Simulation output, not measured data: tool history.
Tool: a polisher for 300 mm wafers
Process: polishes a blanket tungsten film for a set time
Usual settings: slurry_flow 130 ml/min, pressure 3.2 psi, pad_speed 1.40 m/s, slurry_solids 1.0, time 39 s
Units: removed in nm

run	hour	slurry_flow	pressure	pad_speed	slurry_solids	time	wafers since the last listed run	wafers polished on this pad	hours since the slurry nozzle was cleaned	hours since the head pressure was calibrated	hours since the slurry blender was calibrated	hours since the slurry got fresh peroxide	incoming thickness of the incoming film, nm	removed
1	0.0	130	3.2	1.40	1.0	39	0	101	199.4	239.2	4.6	40.4	623.9	221.3
2	8.7	130	3.2	1.40	1.0	39	100	201	208.1	247.9	13.3	49.1	616.4	219.5
3	24.6	130	3.2	1.40	1.0	39	183	384	224.0	263.8	29.2	65.0	608.6	212.5
4	67.5	130	3.2	1.40	1.0	39	494	878	266.9	306.7	72.1	107.9	618.8	196.1
5	82.7	130	3.2	1.40	1.0	39	175	1053	282.1	321.9	87.3	123.1	621.3	187.8
# hour 87.7: worn pad replaced by a new one
# hour 89.7: slurry tank refilled with fresh slurry and peroxide
6	97.1	130	3.2	1.40	1.0	39	108	97	296.5	336.3	101.7	7.4	608.1	233.7
7	114.9	130	3.2	1.40	1.0	39	205	302	314.3	354.1	119.5	25.2	613.1	221.7
8	123.8	90	3.2	1.58	0.7	35	102	404	323.2	363.0	128.4	34.1	607.3	196.2
9	130.9	130	3.2	1.40	1.0	52	81	486	330.3	370.1	135.5	41.2	615.7	296.7
# hour 134.7: slurry nozzle cleaned
# hour 137.0: head pressure recalibrated
10	142.2	155	2.7	1.56	1.0	39	95	582	7.5	5.2	146.8	52.5	630.8	208.8
11	148.3	130	3.7	1.52	1.0	39	70	652	13.6	11.3	152.9	58.6	618.5	256.4
# hour 153.0: slurry blender recalibrated
# hour 177.9: worn pad replaced by a new one
12	178.4	150	3.2	1.74	1.0	44	277	6	43.7	41.4	25.4	88.7	623.7	308.6
13	184.9	130	3.2	1.40	1.0	39	74	81	50.2	47.9	31.9	95.2	609.6	217.9
14	194.7	130	3.2	1.40	1.0	39	112	194	60.0	57.7	41.7	105.0	622.2	219.4

Forecast each of these 3 alternatives for the next run:
A	195.1	100	3.2	1.40	1.0	39	4	198	60.4	58.1	42.1	105.4	627.0	?
B	195.1	130	3.2	1.40	1.0	34	4	198	60.4	58.1	42.1	105.4	627.0	?
C	195.1	85	3.2	1.40	1.0	39	4	198	60.4	58.1	42.1	105.4	627.0	?

run	removed
A	213.3
B	194.3
C	207.1
Without the tool's hidden state the same runs would have given:
run	removed
A	230.3
B	209.8
C	223.5
